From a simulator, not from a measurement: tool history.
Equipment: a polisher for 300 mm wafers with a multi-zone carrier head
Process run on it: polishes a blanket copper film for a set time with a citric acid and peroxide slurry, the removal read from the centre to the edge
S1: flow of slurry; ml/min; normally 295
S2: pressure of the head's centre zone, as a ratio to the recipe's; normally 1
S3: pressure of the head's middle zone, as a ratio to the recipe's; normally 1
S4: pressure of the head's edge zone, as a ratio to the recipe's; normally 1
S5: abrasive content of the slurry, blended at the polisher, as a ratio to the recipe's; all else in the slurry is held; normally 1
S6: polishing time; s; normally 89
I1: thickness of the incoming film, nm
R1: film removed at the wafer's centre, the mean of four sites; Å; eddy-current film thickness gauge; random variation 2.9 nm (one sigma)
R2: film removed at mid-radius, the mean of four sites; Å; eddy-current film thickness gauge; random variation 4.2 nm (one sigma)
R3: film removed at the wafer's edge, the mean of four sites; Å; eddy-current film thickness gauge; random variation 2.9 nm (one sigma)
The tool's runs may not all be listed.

run,hour,S1,S2,S3,S4,S5,S6,I1,R1,R2,R3
1,0,295,1,1,1,1,89,1227.7,3164,3044,3099
2,14.6,295,1,1,1,1,89,1212.6,3187,3097,3032
3,64.5,295,1,1,1,1,89,1221.3,3159,3072,3078
4,76.8,295,1,1,1,1,89,1224,3117,3178,3056
# hour 129.3: worn pad replaced by a new one
5,129.8,295,1,1,1,1,89,1196,3215,3094,3100
6,133,295,1,1,1,1,89,1215.9,3104,3098,3055
# hour 147.8: carrier head's membrane replaced by a new one
7,148.3,295,1,1,1,1,89,1197,3206,3158,3101
8,160.8,295,1,1,1,1,89,1221.2,3175,3041,3120
9,168.6,295,1,1,1,1,89,1216.4,3150,3144,3097
10,177.4,295,1,1,1,1,89,1209.7,3161,2994,3099
# hour 182.6: slurry nozzle cleaned
# hour 192.8: centre zone pressure recalibrated
11,193.3,295,1,1,1,1,89,1207.8,3164,3029,3088
12,206.1,295,1,1,0.93,1,89,1213.6,3151,3085,2965
13,216.6,295,1.09,1,1.07,0.85,89,1185.4,3269,2982,3063
# hour 226.7: edge zone pressure recalibrated
14,232.7,245,1,1,1,1,89,1217,3100,3077,3050
15,244,390,1,1,0.95,0.85,107,1208.2,3726,3729,3567
16,261.1,225,0.92,1.07,1.09,1,89,1207.2,2883,3109,3151
17,273.1,295,1,1,1,1,89,1238.8,3161,3146,3104
18,288.6,295,1,1,1,1,89,1219.3,3171,3131,3079
19,297.9,365,1,1,1,1,89,1200.3,3242,3200,3124
20,313.1,195,0.88,1,1,0.9,101,1218.1,3003,3290,3276
21,326.2,255,1.04,1.06,1,1.1,89,1226.7,3302,3240,3155
# hour 337.6: worn pad replaced by a new one
22,338.1,195,1,1.04,1,0.7,74,1221.6,2273,2270,2248

4 ways to go on from here, each from the tool as it stands after run 22. What would each give?
A,338.6,295,1,1,1,1,89,1211.1,?,?,?
B,338.6,265,1,1,1,1,89,1211.1,?,?,?
C,338.6,295,1,1,1,0.8,89,1211.1,?,?,?
D,338.6,385,1,1,0.96,1.15,89,1211.1,?,?,?

run,R1,R2,R3
A,3167,3035,3078
B,3125,2998,3050
C,2987,2863,2903
D,3373,3225,3189
Without the tool's unlogged condition, the same runs would have read:
run,R1,R2,R3
A,3167,3035,3078
B,3125,2998,3050
C,2987,2863,2903
D,3373,3225,3189
